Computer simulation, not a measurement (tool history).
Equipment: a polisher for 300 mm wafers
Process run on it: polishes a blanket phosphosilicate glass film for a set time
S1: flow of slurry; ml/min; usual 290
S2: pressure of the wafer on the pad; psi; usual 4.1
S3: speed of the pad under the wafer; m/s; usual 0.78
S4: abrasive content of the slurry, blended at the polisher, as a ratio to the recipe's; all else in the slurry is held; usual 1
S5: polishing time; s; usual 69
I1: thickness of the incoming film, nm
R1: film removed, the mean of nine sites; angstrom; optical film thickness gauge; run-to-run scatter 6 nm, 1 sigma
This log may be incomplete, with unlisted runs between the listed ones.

| run | hour | S1 | S2 | S3 | S4 | S5 | I1 | R1 |
|---|---|---|---|---|---|---|---|---|
| 1 | 0 | 290 | 4.1 | 0.78 | 1 | 69 | 1859.2 | 6410 |
| 2 | 87.1 | 290 | 4.1 | 0.78 | 1 | 69 | 1829.5 | 6547 |
|  | 136.7 | slurry blender recalibrated |
| 3 | 158.8 | 290 | 4.1 | 0.78 | 1 | 69 | 1840.3 | 6482 |
|  | 243.7 | conditioning disc replaced and pad reconditioned |
|  | 261.9 | worn pad replaced by a new one |
| 4 | 263.5 | 290 | 4.1 | 0.78 | 1 | 69 | 1852.3 | 6403 |
|  | 362 | head pressure recalibrated |
| 5 | 526.1 | 290 | 4.1 | 0.78 | 1 | 69 | 1865.5 | 6557 |
|  | 552.9 | slurry blender recalibrated |
|  | 569.2 | slurry nozzle cleaned |
| 6 | 602.7 | 290 | 4.1 | 0.64 | 1 | 69 | 1843.6 | 5566 |
|  | 671.4 | worn pad replaced by a new one |
| 7 | 697.5 | 290 | 4.1 | 0.64 | 1 | 69 | 1858.8 | 5441 |
|  | 755.1 | conditioning disc replaced and pad reconditioned |
| 8 | 769.1 | 290 | 4.1 | 0.64 | 1 | 69 | 1850.4 | 5453 |
| 9 | 827.5 | 290 | 4.1 | 0.78 | 1 | 69 | 1820.2 | 6457 |
| 10 | 874.6 | 290 | 4.1 | 0.78 | 1 | 85 | 1853.1 | 7872 |
| 11 | 976.6 | 290 | 4.1 | 0.78 | 1 | 69 | 1855.6 | 6528 |
|  | 998.2 | slurry blender recalibrated |
| 12 | 1066 | 290 | 2.9 | 0.78 | 1 | 90 | 1846.3 | 5947 |
| 13 | 1104.7 | 365 | 4.1 | 0.64 | 0.8 | 69 | 1860 | 4662 |
|  | 1169.5 | head pressure recalibrated |
| 14 | 1177.6 | 290 | 4.1 | 0.64 | 1 | 69 | 1887 | 5519 |
|  | 1203 | worn pad replaced by a new one |
| 15 | 1231 | 290 | 4.1 | 0.78 | 1 | 69 | 1833.6 | 6383 |
|  | 1256.3 | conditioning disc replaced and pad reconditioned |
| 16 | 1288 | 290 | 4.1 | 0.78 | 1 | 69 | 1836.1 | 6421 |
| 17 | 1327.7 | 290 | 4.5 | 0.7 | 0.85 | 69 | 1855.2 | 5774 |
|  | 1328.9 | slurry nozzle cleaned |
| 18 | 1369.7 | 290 | 4.1 | 0.62 | 1 | 58 | 1886.8 | 4562 |
| 19 | 1436.2 | 290 | 4.7 | 0.78 | 0.8 | 69 | 1846.8 | 6245 |
| 20 | 1499.4 | 290 | 3.2 | 0.96 | 1 | 69 | 1870.2 | 5987 |
|  | 1521.5 | slurry blender recalibrated |
| 21 | 1546 | 290 | 4.1 | 1 | 1.15 | 69 | 1813.9 | 8568 |
| 22 | 1605.9 | 290 | 4.1 | 0.64 | 1 | 69 | 1864 | 5514 |
| 23 | 1682.6 | 370 | 4.1 | 0.78 | 1.15 | 69 | 1840.7 | 7222 |
|  | 1700.1 | worn pad replaced by a new one |
|  | 1756.3 | conditioning disc replaced and pad reconditioned |
| 24 | 1774.9 | 375 | 3.2 | 1.06 | 1 | 69 | 1880.6 | 6676 |
| 25 | 1851.3 | 290 | 4.1 | 0.78 | 1.2 | 69 | 1853.1 | 7135 |

Branching from run 25: 4 alternative next runs. What would each branch give?
| A | 1851.7 | 290 | 4.1 | 0.78 | 1 | 69 | 1850.5 | ? |
| B | 1851.7 | 215 | 4.1 | 0.78 | 0.7 | 69 | 1850.5 | ? |
| C | 1851.7 | 215 | 5.5 | 0.94 | 1.2 | 69 | 1850.5 | ? |
| D | 1851.7 | 360 | 5.1 | 0.64 | 0.8 | 69 | 1850.5 | ? |

| run | R1 |
|---|---|
| A | 6459 |
| B | 4554 |
| C | 10827 |
| D | 5863 |
Without the tool's hidden state the same runs would have given:
| run | R1 |
|---|---|
| A | 6459 |
| B | 4554 |
| C | 10827 |
| D | 5863 |
